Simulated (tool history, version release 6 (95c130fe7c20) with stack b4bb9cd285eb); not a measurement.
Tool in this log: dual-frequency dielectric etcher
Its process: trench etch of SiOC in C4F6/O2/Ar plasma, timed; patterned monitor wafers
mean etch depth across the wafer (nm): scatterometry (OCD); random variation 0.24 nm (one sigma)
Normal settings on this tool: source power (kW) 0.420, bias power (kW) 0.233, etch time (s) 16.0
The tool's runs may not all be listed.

run	hour	source power (kW)	bias power (kW)	etch time (s)	wafers since the last listed run	hours since the last wet clean	hours since the last source power generator calibration	hours since the last bias power generator calibration	hours since the last upper electrode change	hours since the gauge calibration	read-back reference wafer on the same gauge, depth_nm	mean etch depth across the wafer (nm)
1	0.0	0.420	0.233	16.0	0	114.4	2313.9	3731.1	5288.1	450.9	38.13	36.42
# hour 34.6: gauge calibrated
2	42.7	0.420	0.233	16.0	645	157.1	2356.6	3773.8	5330.8	8.1	38.06	35.93
3	103.6	0.370	0.233	16.0	920	218.0	2417.5	3834.7	5391.7	69.0	38.19	34.44
4	162.6	0.420	0.233	16.0	891	277.0	2476.5	3893.7	5450.7	128.0	38.06	35.55
5	209.9	0.420	0.233	16.0	714	324.3	2523.8	3941.0	5498.0	175.3	38.09	35.52
# hour 252.1: bias power generator calibrated
6	264.2	0.420	0.233	16.0	760	378.6	2578.1	12.1	5552.3	229.6	38.01	35.90
# hour 285.3: source power generator calibrated
# hour 295.9: upper electrode replaced, of another model than before
7	334.7	0.420	0.233	16.0	844	449.1	49.4	82.6	38.8	300.1	38.15	34.67
8	361.7	0.420	0.233	16.0	408	476.1	76.4	109.6	65.8	327.1	38.05	34.70
9	404.4	0.420	0.233	16.0	645	518.8	119.1	152.3	108.5	369.8	38.16	34.57
# hour 520.3: wet clean of the chamber
10	527.9	0.470	0.233	16.0	1503	7.6	242.6	275.8	232.0	493.3	38.04	38.46
# hour 579.4: gauge calibrated
11	583.1	0.490	0.250	13.0	834	62.8	297.8	331.0	287.2	3.7	38.13	33.23
12	639.1	0.500	0.282	12.0	846	118.8	353.8	387.0	343.2	59.7	38.04	33.79
13	698.9	0.470	0.282	19.0	903	178.6	413.6	446.8	403.0	119.5	38.14	50.86
14	768.8	0.420	0.233	16.0	1056	248.5	483.5	516.7	472.9	189.4	38.06	35.13
15	833.8	0.360	0.233	18.5	982	313.5	548.5	581.7	537.9	254.4	38.14	37.47

Each row is a separate what-if for the run after 15, all from the same tool condition, not one after another. Results?
A	834.2	0.420	0.233	16.0	6	313.9	548.9	582.1	538.3	254.8	?	?
B	834.2	0.340	0.233	17.5	6	313.9	548.9	582.1	538.3	254.8	?	?
C	834.2	0.370	0.233	12.5	6	313.9	548.9	582.1	538.3	254.8	?	?

run	read-back reference wafer on the same gauge, depth_nm	mean etch depth across the wafer (nm)
A	38.05	35.02
B	38.05	34.48
C	38.05	25.71
What these runs would have given with no unlogged condition in the tool:
run	mean etch depth across the wafer (nm)
A	36.32
B	35.77
C	26.66
